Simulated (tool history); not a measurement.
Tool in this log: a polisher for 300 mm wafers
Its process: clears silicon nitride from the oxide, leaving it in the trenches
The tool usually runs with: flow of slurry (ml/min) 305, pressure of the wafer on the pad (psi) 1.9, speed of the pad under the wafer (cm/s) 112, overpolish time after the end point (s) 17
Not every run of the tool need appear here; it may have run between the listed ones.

run   hour  flow of slurry (ml/min)  pressure of the wafer on the pad (psi)  speed of the pad under the wafer (cm/s)  overpolish time after the end point (s)  incoming thickness of the incoming film, nm  time until the end point was called (s)
  1      0                      355                                     1.9                                      104                                       17                                         74.3                                      140
  2   25.8                      355                                     1.9                                      104                                       17                                         75.6                                    147.3
      41.3  -- worn pad replaced by a new one
  3     50                      305                                     1.9                                      112                                       17                                         75.8                                    130.9
  4   84.4                      305                                     1.9                                      112                                       17                                           75                                    132.4
  5  108.1                      305                                     1.9                                      112                                       17                                         75.8                                      132
  6  143.1                      305                                     1.9                                      112                                       17                                         74.5                                    138.3
  7  175.3                      305                                     1.5                                       94                                       17                                           75                                      193
  8    205                      305                                     1.5                                       94                                       17                                         73.9                                    186.9
     212.5  -- worn pad replaced by a new one
     230.8  -- head pressure recalibrated
  9  281.9                      305                                     1.9                                      112                                       17                                         74.8                                    151.2
 10  297.7                      305                                     1.9                                      112                                       17                                         74.8                                      153
     303.1  -- worn pad replaced by a new one, repeated, since the last time left the tool worse
 11  321.2                      305                                     1.9                                      112                                       14                                         73.4                                      132
     343.4  -- slurry nozzle cleaned
 12  344.1                      305                                     1.9                                       96                                       17                                         75.6                                    148.2
 13  375.3                      305                                     2.6                                      124                                        8                                         74.3                                     91.8
 14  396.5                      305                                     1.9                                      112                                       20                                         74.4                                    136.5
 15    418                      345                                     2.1                                      132                                       26                                         75.6                                      111
 16  452.9                      305                                     1.9                                      112                                       23                                         75.4                                    142.6
 17    474                      390                                     1.9                                      132                                       10                                         76.5                                    124.7

What if the next run were any one of these 3? Each begins from the tool's condition after run 17:
  A  474.5                      305                                     1.9                                      112                                       24                                         73.7                                        ?
  B  474.5                      305                                     1.9                                       92                                       10                                         73.7                                        ?
  C  474.5                      250                                     1.5                                      146                                       17                                         73.7                                        ?

run  time until the end point was called (s)
  A                                    139.9
  B                                    156.9
  C                                    152.9
With the hidden condition removed and each run's random variation left untouched, the same runs would have given:
run  time until the end point was called (s)
  A                                    129.5
  B                                    145.2
  C                                    141.6
